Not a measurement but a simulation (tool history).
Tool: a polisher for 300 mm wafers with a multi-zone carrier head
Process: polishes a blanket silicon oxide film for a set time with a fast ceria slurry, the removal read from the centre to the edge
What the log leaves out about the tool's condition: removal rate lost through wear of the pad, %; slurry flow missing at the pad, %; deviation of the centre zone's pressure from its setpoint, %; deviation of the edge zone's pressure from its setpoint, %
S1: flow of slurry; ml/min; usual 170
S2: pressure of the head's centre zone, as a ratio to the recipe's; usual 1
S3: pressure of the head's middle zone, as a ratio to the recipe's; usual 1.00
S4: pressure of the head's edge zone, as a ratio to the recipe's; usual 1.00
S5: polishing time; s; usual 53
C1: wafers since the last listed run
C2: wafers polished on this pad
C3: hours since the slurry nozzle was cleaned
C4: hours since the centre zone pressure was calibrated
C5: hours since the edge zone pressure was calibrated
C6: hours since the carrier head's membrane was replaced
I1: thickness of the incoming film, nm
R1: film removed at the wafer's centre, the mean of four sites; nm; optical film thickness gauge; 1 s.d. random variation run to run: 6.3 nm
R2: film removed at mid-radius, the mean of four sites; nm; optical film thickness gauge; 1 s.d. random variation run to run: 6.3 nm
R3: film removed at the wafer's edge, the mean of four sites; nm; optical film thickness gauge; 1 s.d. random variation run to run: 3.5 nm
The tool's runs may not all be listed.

run,hour,S1,S2,S3,S4,S5,C1,C2,C3,C4,C5,C6,I1,R1,R2,R3
1,0.0,200,1,1.00,1.00,53,0,3407,170.1,706.8,262.0,679.9,3730.7,475.2,439.5,446.4
# hour 11.1: worn pad replaced by a new one
2,41.6,185,1,1.00,1.00,53,411,333,211.7,748.4,303.6,721.5,3691.7,499.1,481.5,480.0
# hour 117.4: slurry nozzle cleaned
3,147.6,170,1,1.00,1.00,53,1150,1483,30.2,854.4,409.6,827.5,3663.4,470.4,446.6,464.5
4,194.6,170,1,1.00,1.00,53,514,1998,77.2,901.4,456.6,874.5,3698.7,472.9,450.6,455.0
5,243.7,170,1,1.00,1.00,53,537,2536,126.3,950.5,505.7,923.6,3655.2,462.5,434.4,444.6
# hour 278.4: worn pad replaced by a new one
6,282.4,170,1,1.00,1.00,53,380,43,165.0,989.2,544.4,962.3,3654.2,514.0,497.8,490.4
7,359.4,170,1,1.00,1.00,53,843,886,242.0,1066.2,621.4,1039.3,3683.4,487.7,472.1,476.0
8,415.9,170,1,1.00,1.00,53,618,1505,298.5,1122.7,677.9,1095.8,3710.2,481.2,460.8,467.9
# hour 429.9: slurry nozzle cleaned
# hour 481.7: centre zone pressure recalibrated
9,491.1,170,1,1.00,1.00,53,790,2296,61.2,9.4,753.1,1171.0,3626.4,459.8,441.6,464.9
10,566.0,170,1,1.00,1.00,53,820,3116,136.1,84.3,828.0,1245.9,3667.1,450.8,434.7,446.5
# hour 589.9: worn pad replaced by a new one
11,616.2,170,1,1.09,1.06,53,506,288,186.3,134.5,878.2,1296.1,3681.4,504.8,518.4,501.4
12,655.5,170,1,0.94,1.06,53,430,718,225.6,173.8,917.5,1335.4,3724.9,498.0,456.9,499.0
# hour 747.4: slurry nozzle cleaned
13,747.9,185,1,0.89,0.95,36,1001,1719,0.5,266.2,1009.9,1427.8,3678.2,331.9,287.7,312.3
# hour 769.0: carrier head's membrane replaced by a new one, of another model than before
14,791.4,140,1,1.00,1.12,53,421,2141,44.0,309.7,1053.4,22.4,3656.1,455.4,434.5,464.4
# hour 863.0: worn pad replaced by a new one
15,882.8,170,1,1.04,1.00,44,957,216,135.4,401.1,1144.8,113.8,3673.3,423.2,419.9,407.3
16,977.9,170,1,1.00,1.00,53,1041,1258,230.5,496.2,1239.9,208.9,3712.9,491.0,468.9,470.8
# hour 987.7: edge zone pressure recalibrated
# hour 1010.0: slurry nozzle cleaned
17,1069.1,150,1,1.00,1.00,60,966,2224,59.1,587.4,81.4,300.1,3659.5,515.3,494.7,511.8
18,1165.4,170,1,1.00,1.00,53,1054,3279,155.4,683.7,177.7,396.4,3691.8,454.2,435.2,433.2
# hour 1183.3: worn pad replaced by a new one
19,1238.5,170,1,1.00,1.00,53,756,604,228.5,756.8,250.8,469.5,3701.5,499.4,477.0,491.0
# hour 1304.1: slurry nozzle cleaned
20,1312.4,170,1,0.88,0.95,39,798,1403,8.3,830.7,324.7,543.4,3760.6,359.8,286.1,343.5

What will run 21 give?
21,1361.8,170,1,1.00,1.00,53,541,1944,57.7,880.1,374.1,592.8,3680.2,?,?,?

{"run 21": {"R1": 475.6, "R2": 452.0, "R3": 466.6}}
Were there no unlogged condition in the tool, this run, its random variation unchanged, would have produced R1 508.7 nm, R2 483.5 nm, R3 499.2 nm.

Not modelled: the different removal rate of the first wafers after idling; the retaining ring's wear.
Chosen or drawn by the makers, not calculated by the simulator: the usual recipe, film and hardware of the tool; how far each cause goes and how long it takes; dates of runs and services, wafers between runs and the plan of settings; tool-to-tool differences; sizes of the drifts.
